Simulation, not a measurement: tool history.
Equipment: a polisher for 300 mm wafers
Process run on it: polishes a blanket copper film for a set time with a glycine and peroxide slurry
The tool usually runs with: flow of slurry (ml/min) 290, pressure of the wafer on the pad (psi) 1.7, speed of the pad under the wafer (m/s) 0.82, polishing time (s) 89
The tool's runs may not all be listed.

run,day,flow of slurry (ml/min),pressure of the wafer on the pad (psi),speed of the pad under the wafer (m/s),polishing time (s),"incoming thickness of the incoming film, nm",film removed (Å)
1,0.000,290,1.7,0.64,89,953.7,2531
2,0.746,290,1.7,0.82,89,980.9,2908
3,1.412,290,1.7,0.82,89,954.3,2905
4,2.046,290,2.1,0.82,89,964.1,3344
5,3.308,290,2.1,0.82,89,977.4,3255
6,5.012,320,1.7,0.82,89,944.2,3189
7,5.317,290,1.7,0.82,89,956.2,3157
8,5.850,290,1.7,0.82,89,962.3,2980
9,6.538,290,1.7,0.82,89,946.7,2982
10,7.388,290,1.7,0.82,89,957.3,2886
11,7.983,290,1.7,0.82,89,977.7,2876
12,8.238,290,1.7,0.82,89,942.1,2846
13,8.596,290,1.4,0.82,89,950.4,2504
14,9.129,290,1.4,0.82,89,952.7,2481
15,9.862,290,1.7,0.82,67,972.6,2128
16,10.446,290,1.7,0.82,89,954.6,3139
17,12.371,330,2.1,0.82,89,958.1,3571
18,12.629,290,1.5,0.82,89,953.0,2795
19,13.321,330,1.7,0.70,60,958.3,1845
20,13.808,290,1.7,0.82,89,976.4,2927
21,14.367,290,1.7,0.82,76,940.6,2539
22,14.729,290,1.7,0.82,89,956.7,2904
23,14.979,290,1.3,0.64,89,956.5,2109
24,15.458,290,1.7,0.82,89,960.9,2878
25,15.971,290,1.7,0.82,89,947.2,3278
26,16.275,255,1.7,0.64,114,952.0,3459
27,16.821,290,2.1,0.82,63,958.4,2582
28,17.179,290,1.7,0.82,89,974.3,3128
29,17.471,250,1.9,0.82,89,952.3,3230
30,18.142,290,1.7,0.54,89,953.4,2269
31,18.412,320,1.7,0.70,109,968.9,3320
32,18.696,290,2.1,0.82,89,964.1,3464
33,19.100,290,1.7,0.82,89,946.0,2897
34,19.404,290,2.3,0.82,89,960.4,3789
35,20.262,210,2.1,0.82,64,976.3,2602
36,20.562,240,1.9,0.54,89,968.1,2575

Withheld: 6 entries from between the runs. Position of each, and hidden state at the listed run before versus the listed run after:
After run 5, before run 6: head pressure recalibrated (day 3.862); worn pad replaced by a new one (day 4.558)
  removal rate lost through wear of the pad, %: 12.7 -> 3.02; slurry flow missing at the pad, %: 26.3 -> 28.1
  measured less the result without the state, film removed (Å): -616 -> -224
After run 15, before run 16: worn pad replaced by a new one (day 10.425)
  removal rate lost through wear of the pad, %: 12.1 -> 1.65; slurry flow missing at the pad, %: 33.4 -> 34.1
  measured less the result without the state, film removed (Å): -428 -> -234
After run 16, before run 17: slurry nozzle cleaned (day 12.333)
  removal rate lost through wear of the pad, %: 1.65 -> 10.1; slurry flow missing at the pad, %: 34.1 -> 1.8
  measured less the result without the state, film removed (Å): -234 -> -406
After run 24, before run 25: worn pad replaced by a new one (day 15.688)
  removal rate lost through wear of the pad, %: 13.5 -> 2.08; slurry flow missing at the pad, %: 5.18 -> 5.74
  measured less the result without the state, film removed (Å): -466 -> -91
After run 34, before run 35: worn pad replaced by a new one (day 20.242)
  removal rate lost through wear of the pad, %: 11.3 -> 2.64; slurry flow missing at the pad, %: 9.5 -> 10.4
  measured less the result without the state, film removed (Å): -531 -> -116
